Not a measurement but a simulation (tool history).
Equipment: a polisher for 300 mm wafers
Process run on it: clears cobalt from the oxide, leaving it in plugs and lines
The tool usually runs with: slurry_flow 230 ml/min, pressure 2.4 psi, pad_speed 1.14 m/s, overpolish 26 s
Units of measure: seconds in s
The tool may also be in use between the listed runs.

run	hour	slurry_flow	pressure	pad_speed	overpolish	wafers since the last listed run	wafers polished on this pad	hours since the slurry nozzle was cleaned	hours since the head pressure was calibrated	incoming thickness of the incoming film, nm	seconds
1	0.0	230	2.4	1.14	26	0	217	436.5	892.0	349.0	65.7
2	32.1	230	2.4	1.14	26	361	578	468.6	924.1	349.7	65.1
3	50.0	230	2.4	1.14	26	201	780	486.5	942.0	353.8	66.8
4	68.7	230	2.4	1.14	26	210	990	505.2	960.7	353.9	69.2
# hour 97.6: slurry nozzle cleaned
5	98.1	230	2.4	1.14	26	319	1310	0.5	990.1	348.0	61.7
6	130.7	230	2.4	1.38	35	366	1677	33.1	1022.7	342.3	50.7
7	144.6	230	2.4	1.38	35	156	1833	47.0	1036.6	351.6	53.0
8	175.2	230	2.4	1.38	35	344	2177	77.6	1067.2	349.0	53.8
9	194.7	230	2.4	1.14	26	219	2397	97.1	1086.7	344.6	63.1
10	223.5	230	2.4	1.14	26	324	2721	125.9	1115.5	348.0	63.8
# hour 233.7: worn pad replaced by a new one
# hour 240.2: head pressure recalibrated
11	258.5	185	2.4	1.14	26	326	256	160.9	18.3	345.6	58.7
12	289.4	185	2.4	1.24	26	347	603	191.8	49.2	356.2	57.1
13	315.6	185	2.4	1.24	26	294	898	218.0	75.4	348.2	54.6
14	338.6	230	2.4	1.14	36	258	1157	241.0	98.4	352.4	59.4
15	365.8	230	2.4	1.14	26	306	1463	268.2	125.6	355.6	60.0
# hour 432.3: worn pad replaced by a new one
16	453.5	230	2.2	1.14	39	941	238	355.9	213.3	349.3	64.1
17	471.8	230	1.7	1.26	26	205	444	374.2	231.6	350.1	70.6
18	488.3	200	1.7	0.86	42	185	630	390.7	248.1	349.5	100.0
19	509.2	230	2.4	1.14	26	235	865	411.6	269.0	344.5	60.5
20	539.6	185	1.7	1.46	26	342	1207	442.0	299.4	345.2	67.4
21	560.2	190	2.4	1.14	26	231	1439	462.6	320.0	351.3	64.6
# hour 593.9: slurry nozzle cleaned
22	607.3	230	2.4	1.14	26	518	1957	13.4	367.1	353.2	59.8
23	635.2	230	2.4	1.14	26	313	2271	41.3	395.0	356.9	58.8
24	657.2	290	2.4	0.78	10	247	2519	63.3	417.0	351.2	74.1
# hour 662.7: worn pad replaced by a new one
25	693.2	230	2.4	1.50	14	360	342	99.3	453.0	354.0	47.3
26	709.8	155	2.4	1.14	26	186	529	115.9	469.6	352.1	64.8
27	737.7	230	3.2	1.14	17	313	843	143.8	497.5	350.6	45.9
28	754.4	280	3.0	1.14	26	187	1031	160.5	514.2	351.0	48.5
29	770.9	230	2.4	1.14	26	185	1216	177.0	530.7	348.0	57.6
30	799.6	230	2.4	1.14	26	322	1539	205.7	559.4	349.3	57.6
31	821.6	230	2.4	1.14	26	247	1787	227.7	581.4	353.8	58.9
32	840.3	230	2.4	1.14	26	210	1997	246.4	600.1	347.7	59.8
# hour 876.7: worn pad replaced by a new one
33	877.2	230	2.4	1.14	26	370	5	283.3	637.0	356.1	62.6
34	895.4	265	2.4	1.14	26	204	210	301.5	655.2	354.8	59.3

For each entry between runs, how does the tool's hidden state at the last listed run before it compare with that at the first listed run after it?
From run 4 to run 5: slurry nozzle cleaned (hour 97.6)
  slurry flow missing at the pad, %: 43.7 -> 1.66; deviation of the head's pressure from its setpoint, %: -8.98 -> -9.43
  measured less the result without the state, seconds: +11.0 -> +4.5 s
From run 10 to run 11: worn pad replaced by a new one (hour 233.7); head pressure recalibrated (hour 240.2)
  slurry flow missing at the pad, %: 4.34 -> 6.04; deviation of the head's pressure from its setpoint, %: -11.5 -> -0.458
  measured less the result without the state, seconds: +5.9 -> +0.8 s
From run 15 to run 16: worn pad replaced by a new one (hour 432.3)
  slurry flow missing at the pad, %: 13.8 -> 23.1; deviation of the head's pressure from its setpoint, %: -0.58 -> -0.814
  measured less the result without the state, seconds: +1.5 -> +2.8 s
From run 21 to run 22: slurry nozzle cleaned (hour 593.9)
  slurry flow missing at the pad, %: 37.8 -> 1.82; deviation of the head's pressure from its setpoint, %: -1.26 -> -1.52
  measured less the result without the state, seconds: +6.5 -> +0.9 s
From run 24 to run 25: worn pad replaced by a new one (hour 662.7)
  slurry flow missing at the pad, %: 2.47 -> 3.46; deviation of the head's pressure from its setpoint, %: -1.83 -> -2.07
  measured less the result without the state, seconds: +1.2 -> +1.0 s
From run 32 to run 33: worn pad replaced by a new one (hour 876.7)
  slurry flow missing at the pad, %: 12.1 -> 15.4; deviation of the head's pressure from its setpoint, %: -3.29 -> -3.65
  measured less the result without the state, seconds: +2.5 -> +3.1 s
